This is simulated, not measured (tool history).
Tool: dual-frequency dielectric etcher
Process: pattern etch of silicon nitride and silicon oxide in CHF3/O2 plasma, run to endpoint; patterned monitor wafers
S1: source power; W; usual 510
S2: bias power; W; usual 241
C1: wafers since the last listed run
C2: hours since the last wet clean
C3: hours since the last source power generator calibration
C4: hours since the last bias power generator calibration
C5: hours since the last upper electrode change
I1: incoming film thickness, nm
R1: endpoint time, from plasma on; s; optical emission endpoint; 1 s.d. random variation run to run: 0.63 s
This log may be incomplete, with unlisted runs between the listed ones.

Run 1, hour 0: usual settings but S1 560 W; C1 0; C2 189.2; C3 1835.2; C4 2947.4; C5 4718.9; I1 290.6. Result: R1 182.1 s.
Run 2, hour 21.7: usual settings but S1 560 W; C1 206; C2 210.9; C3 1856.9; C4 2969.1; C5 4740.6; I1 289.5. Result: R1 180.3 s.
Run 3, hour 43.3: usual settings but S1 570 W, S2 265 W; C1 205; C2 232.5; C3 1878.5; C4 2990.7; C5 4762.2; I1 283.9. Result: R1 170.3 s.
Run 4, hour 66.7: usual settings but S1 570 W, S2 265 W; C1 222; C2 255.9; C3 1901.9; C4 3014.1; C5 4785.6; I1 290.5. Result: R1 174 s.
Run 5, hour 82.6: usual settings but S1 570 W, S2 265 W; C1 151; C2 271.8; C3 1917.8; C4 3030; C5 4801.5; I1 287.8. Result: R1 172 s.
Run 6, hour 112.6: usual settings; C1 285; C2 301.8; C3 1947.8; C4 3060; C5 4831.5; I1 289.1. Result: R1 188.5 s.
Run 7, hour 128.7: usual settings; C1 153; C2 317.9; C3 1963.9; C4 3076.1; C5 4847.6; I1 289.4. Result: R1 189.1 s.
Run 8, hour 164: usual settings; C1 335; C2 353.2; C3 1999.2; C4 3111.4; C5 4882.9; I1 287.8. Result: R1 187.4 s.
Run 9, hour 178.9: usual settings; C1 141; C2 368.1; C3 2014.1; C4 3126.3; C5 4897.8; I1 286.7. Result: R1 186.8 s.
Run 10, hour 212: usual settings; C1 314; C2 401.2; C3 2047.2; C4 3159.4; C5 4930.9; I1 287.4. Result: R1 187.8 s.
Run 11, hour 243.2: usual settings; C1 296; C2 432.4; C3 2078.4; C4 3190.6; C5 4962.1; I1 289.4. Result: R1 188.8 s.
Run 12, hour 263.8: usual settings but S1 470 W; C1 196; C2 453; C3 2099; C4 3211.2; C5 4982.7; I1 290.3. Result: R1 196.5 s.
Run 13, hour 281.5: usual settings but S1 470 W; C1 168; C2 470.7; C3 2116.7; C4 3228.9; C5 5000.4; I1 287.5. Result: R1 195 s.
Run 14, hour 301.4: usual settings but S1 430 W, S2 286 W; C1 189; C2 490.6; C3 2136.6; C4 3248.8; C5 5020.3; I1 288.2. Result: R1 190.6 s.
Run 15, hour 331.7: usual settings but S2 199 W; C1 288; C2 520.9; C3 2166.9; C4 3279.1; C5 5050.6; I1 289.4. Result: R1 203.6 s.
Run 16, hour 365.9: usual settings but S1 610 W, S2 206 W; C1 325; C2 555.1; C3 2201.1; C4 3313.3; C5 5084.8; I1 292.2. Result: R1 186.8 s.
Run 17, hour 393: usual settings but S1 420 W, S2 265 W; C1 257; C2 582.2; C3 2228.2; C4 3340.4; C5 5111.9; I1 288.4. Result: R1 199.8 s.
At hour 431.2: wet clean of the chamber.
Run 18, hour 431.7: usual settings; C1 139; C2 0.5; C3 2266.9; C4 3379.1; C5 5150.6; I1 288.2. Result: R1 191 s.
Run 19, hour 445.6: usual settings but S1 410 W, S2 221 W; C1 132; C2 14.4; C3 2280.8; C4 3393; C5 5164.5; I1 289.9. Result: R1 218.4 s.
At hour 477.8: bias power generator calibrated.
At hour 503.5: upper electrode replaced.
Run 20, hour 504: usual settings; C1 289; C2 72.8; C3 2339.2; C4 26.2; C5 0.5; I1 289.6. Result: R1 193 s.
Run 21, hour 522.5: usual settings but S1 420 W, S2 274 W; C1 176; C2 91.3; C3 2357.7; C4 44.7; C5 19; I1 290.5. Result: R1 199.7 s.
Run 22, hour 539.3: usual settings; C1 159; C2 108.1; C3 2374.5; C4 61.5; C5 35.8; I1 287.8. Result: R1 191.6 s.
Run 23, hour 570.5: usual settings; C1 296; C2 139.3; C3 2405.7; C4 92.7; C5 67; I1 288.2. Result: R1 192 s.
Run 24, hour 588.6: usual settings but S1 420 W, S2 281 W; C1 172; C2 157.4; C3 2423.8; C4 110.8; C5 85.1; I1 286.2. Result: R1 195.2 s.
Run 25, hour 603.2: usual settings but S1 630 W; C1 138; C2 172; C3 2438.4; C4 125.4; C5 99.7; I1 290.1. Result: R1 176.8 s.
At hour 608.9: source power generator calibrated.
Run 26, hour 618.5: usual settings but S1 390 W, S2 300 W; C1 107; C2 187.3; C3 9.6; C4 140.7; C5 115; I1 288.5. Result: R1 198.5 s.
Run 27, hour 640.5: usual settings but S1 580 W, S2 260 W; C1 209; C2 209.3; C3 31.6; C4 162.7; C5 137; I1 289.5. Result: R1 177.5 s.
Run 28, hour 655.8: usual settings; C1 145; C2 224.6; C3 46.9; C4 178; C5 152.3; I1 291.3. Result: R1 194.9 s.
At hour 686.2: wet clean of the chamber, repeated, since the last time left the tool worse.
Run 29, hour 686.7: usual settings but S2 195 W; C1 65; C2 0.5; C3 77.8; C4 208.9; C5 183.2; I1 288. Result: R1 201.1 s.
Run 30, hour 706.5: usual settings but S1 630 W, S2 301 W; C1 188; C2 20.3; C3 97.6; C4 228.7; C5 203; I1 287.7. Result: R1 156.1 s.
Run 31, hour 720.3: usual settings; C1 131; C2 34.1; C3 111.4; C4 242.5; C5 216.8; I1 289. Result: R1 188.1 s.
Run 32, hour 742.9: usual settings; C1 215; C2 56.7; C3 134; C4 265.1; C5 239.4; I1 288.3. Result: R1 186.3 s.
Run 33, hour 764.4: usual settings but S1 560 W; C1 204; C2 78.2; C3 155.5; C4 286.6; C5 260.9; I1 288. Result: R1 179.7 s.
Run 34, hour 795.4: usual settings but S1 590 W, S2 274 W; C1 295; C2 109.2; C3 186.5; C4 317.6; C5 291.9; I1 289.6. Result: R1 168.2 s.
Run 35, hour 823.2: usual settings but S1 400 W, S2 285 W; C1 264; C2 137; C3 214.3; C4 345.4; C5 319.7; I1 285.2. Result: R1 192.4 s.

Below, some changes in R1 between adjacent runs. For each, the amount present without the hidden state too (settings, incoming material, random variation) and the amount remaining for the hidden state with gauge scatter not shared by both compared results:
Hidden conditions of the tool in this case: etch rate over this chamber's usual, %; source power that arrives over what is set, %; bias power that arrives over what is set, %.
Run 17 -> 18: S1 420 -> 510, S2 265 -> 241, wet clean of the chamber. R1 -8.8 s: hidden state +2, all else -10.8.
Run 18 -> 19: S1 510 -> 410, S2 241 -> 221. R1 +27.4 s: hidden state +0.8, all else +26.6.
Run 28 -> 29: S2 241 -> 195, wet clean of the chamber, repeated, since the last time left the tool worse. R1 +6.2 s: hidden state -5.8, all else +12.
Run 29 -> 30: S1 510 -> 630, S2 195 -> 301. R1 -45 s: hidden state +0, all else -45.
Run 30 -> 31: S1 630 -> 510, S2 301 -> 241. R1 +32 s: hidden state +0.1, all else +31.9.

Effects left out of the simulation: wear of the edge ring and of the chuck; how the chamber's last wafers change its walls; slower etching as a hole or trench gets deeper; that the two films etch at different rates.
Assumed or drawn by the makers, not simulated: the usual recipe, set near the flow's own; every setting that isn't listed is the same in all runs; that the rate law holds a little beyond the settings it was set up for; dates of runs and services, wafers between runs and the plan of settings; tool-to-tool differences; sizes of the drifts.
